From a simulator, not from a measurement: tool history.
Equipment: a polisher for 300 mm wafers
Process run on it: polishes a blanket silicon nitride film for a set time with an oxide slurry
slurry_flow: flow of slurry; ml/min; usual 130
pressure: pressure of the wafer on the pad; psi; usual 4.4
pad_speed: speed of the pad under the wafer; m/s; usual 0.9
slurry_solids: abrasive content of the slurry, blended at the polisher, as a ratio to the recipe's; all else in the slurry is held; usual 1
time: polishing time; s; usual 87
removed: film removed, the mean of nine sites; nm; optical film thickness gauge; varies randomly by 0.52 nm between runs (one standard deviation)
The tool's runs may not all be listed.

run	hour	slurry_flow	pressure	pad_speed	slurry_solids	time	incoming thickness of the incoming film, nm	removed
1	0	130	4.4	0.9	1	87	365.3	75.2
# hour 78.1: head pressure recalibrated
2	97.8	130	4.4	0.9	1	87	366.6	72.5
# hour 123: slurry nozzle cleaned
3	166.4	130	4.4	0.9	1	87	369.5	74.7
# hour 182.8: slurry blender recalibrated
# hour 188.3: worn pad replaced by a new one
4	226.8	130	4.4	0.9	1.15	87	367.5	80.1
# hour 287.9: conditioning disc replaced and pad reconditioned
5	297.8	130	4.4	0.9	1.15	87	365.9	81.6
6	347.2	130	4.4	0.9	1	102	372.3	89.9
# hour 435.3: head pressure recalibrated
7	499.2	130	4.4	0.9	0.85	98	372	74.8
# hour 526.7: slurry nozzle cleaned
8	574.1	130	4.4	0.9	0.85	98	365.7	76.6
# hour 576.8: slurry blender recalibrated
# hour 582: worn pad replaced by a new one
# hour 616.8: conditioning disc replaced and pad reconditioned
9	633.1	130	4.4	0.9	1	87	367.9	75.4
10	701.5	130	4.4	0.9	1	87	371.9	76.4
# hour 778.8: head pressure recalibrated
11	781.3	110	4.4	1.18	1.2	95	368	100.5
12	830.7	130	4.4	0.9	1	87	374.1	70.8
# hour 885.3: slurry nozzle cleaned
13	900.6	130	5.6	0.9	1.1	87	362.8	94.3
# hour 920.1: slurry blender recalibrated
# hour 928.5: worn pad replaced by a new one
# hour 955.6: conditioning disc replaced and pad reconditioned
14	996.2	130	4.4	0.9	1.2	87	374.1	80.7
15	1079.5	130	4.4	0.9	1	103	373.9	88.5
# hour 1136.7: head pressure recalibrated
# hour 1238.6: slurry blender recalibrated
# hour 1263.1: slurry nozzle cleaned
# hour 1280.8: worn pad replaced by a new one
# hour 1305.4: conditioning disc replaced and pad reconditioned
16	1340.7	130	3.8	0.9	0.9	111	369.3	78
17	1408.6	130	5.1	0.9	1.2	57	374.9	60.9
18	1506.2	130	3.4	0.98	1	87	366.2	66.4
# hour 1558.8: slurry blender recalibrated
# hour 1567.1: head pressure recalibrated
# hour 1597.7: slurry nozzle cleaned
19	1603.1	130	4.4	1.12	1	87	373.2	83
# hour 1610.9: worn pad replaced by a new one
# hour 1675.3: conditioning disc replaced and pad reconditioned
20	1687.3	130	4.4	0.9	1	87	365.1	72.4
21	1775.9	130	4.4	0.9	1	87	370.3	74.3

Forecast each of these 3 alternatives for the next run:
A	1776.4	130	4.4	0.9	0.75	87	374.9	?
B	1776.4	130	4.4	0.9	1	108	374.9	?
C	1776.4	130	4.4	1.06	1.15	87	374.9	?

run	removed
A	64.2
B	93.4
C	91.6
With no hidden state in the tool, these same runs would have given:
run	removed
A	61.6
B	89.5
C	87.8

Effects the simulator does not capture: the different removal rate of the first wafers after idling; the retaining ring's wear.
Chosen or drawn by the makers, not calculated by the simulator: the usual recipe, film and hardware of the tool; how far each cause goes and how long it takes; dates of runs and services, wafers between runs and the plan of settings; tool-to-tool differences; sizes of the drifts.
